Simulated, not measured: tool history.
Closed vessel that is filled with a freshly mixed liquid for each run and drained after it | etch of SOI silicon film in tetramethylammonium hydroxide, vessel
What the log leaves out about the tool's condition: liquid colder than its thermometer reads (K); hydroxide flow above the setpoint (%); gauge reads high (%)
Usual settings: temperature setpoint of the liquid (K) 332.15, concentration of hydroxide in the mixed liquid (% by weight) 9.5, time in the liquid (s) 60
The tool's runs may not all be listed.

run,hour,temperature setpoint of the liquid (K),concentration of hydroxide in the mixed liquid (% by weight),time in the liquid (s),wafers since the last listed run,hours since the thermometer was replaced,hours since the hydroxide flow meter was replaced,hours since the gauge calibration,"read-back film thickness of the SOI silicon film reference wafer, read on the same gauge (nm)",thickness taken off the SOI silicon film on a monitor wafer (Å)
1,0.0,332.15,9.5,60,0,1545.6,244.7,45.4,100.02,2393.8
2,67.2,337.65,9.5,60,8676,1612.8,311.9,112.6,100.00,3305.3
3,122.7,337.65,9.5,60,7165,1668.3,367.4,168.1,99.99,3315.2
4,174.5,337.65,9.5,60,6688,1720.1,419.2,219.9,99.99,3340.9
5,233.1,325.65,9.5,60,7566,1778.7,477.8,278.5,100.00,1546.0
6,270.3,325.65,9.5,60,4803,1815.9,515.0,315.7,100.00,1536.2
7,322.6,330.15,9.5,60,6752,1868.2,567.3,368.0,100.01,2095.7
8,382.3,330.15,9.5,60,7708,1927.9,627.0,427.7,99.99,2069.1
9,431.9,330.15,9.5,60,6404,1977.5,676.6,477.3,100.00,2048.5
10,496.6,332.15,9.5,60,8353,2042.2,741.3,542.0,100.03,2318.4
11,559.6,338.65,8.0,80,8134,2105.2,804.3,605.0,99.98,4933.1
12,598.4,336.65,11.0,30,5009,2144.0,843.1,643.8,100.02,1465.0
# hour 687.7: hydroxide flow meter replaced
13,702.2,328.15,9.5,70,13272,2247.8,14.5,747.6,100.01,2047.1
14,729.8,336.65,9.5,40,3563,2275.4,42.1,775.2,100.01,1982.3
15,769.4,324.65,6.5,30,5112,2315.0,81.7,814.8,99.98,790.8
# hour 792.9: thermometer replaced
16,809.6,325.65,9.5,60,5061,16.7,121.9,855.0,99.99,1482.3
# hour 898.2: hydroxide flow meter replaced, repeated, since the last time left the tool worse
# hour 935.3: gauge calibrated
17,1021.1,325.65,9.5,75,27178,228.2,122.9,85.8,100.00,1944.0
18,1049.3,332.15,9.5,60,3641,256.4,151.1,114.0,100.01,2328.4
19,1121.0,332.15,6.5,75,9257,328.1,222.8,185.7,100.00,3285.9
20,1185.3,329.15,11.5,50,8302,392.4,287.1,250.0,99.99,1488.8

Below are 4 alternative next runs, each starting from the tool's condition after run 20. Predict each:
A,1186.0,332.15,9.5,60,90,393.1,287.8,250.7,?,?
B,1186.0,335.15,8.0,30,90,393.1,287.8,250.7,?,?
C,1186.0,337.65,9.5,30,90,393.1,287.8,250.7,?,?
D,1186.0,332.15,9.5,40,90,393.1,287.8,250.7,?,?

run,"read-back film thickness of the SOI silicon film reference wafer, read on the same gauge (nm)",thickness taken off the SOI silicon film on a monitor wafer (Å)
A,100.01,2316.6
B,100.01,1487.4
C,100.01,1626.4
D,100.01,1544.4
The same runs, with their run-to-run variation unchanged, on a tool lacking any hidden condition would have given:
run,thickness taken off the SOI silicon film on a monitor wafer (Å)
A,2353.1
B,1505.9
C,1652.1
D,1568.7

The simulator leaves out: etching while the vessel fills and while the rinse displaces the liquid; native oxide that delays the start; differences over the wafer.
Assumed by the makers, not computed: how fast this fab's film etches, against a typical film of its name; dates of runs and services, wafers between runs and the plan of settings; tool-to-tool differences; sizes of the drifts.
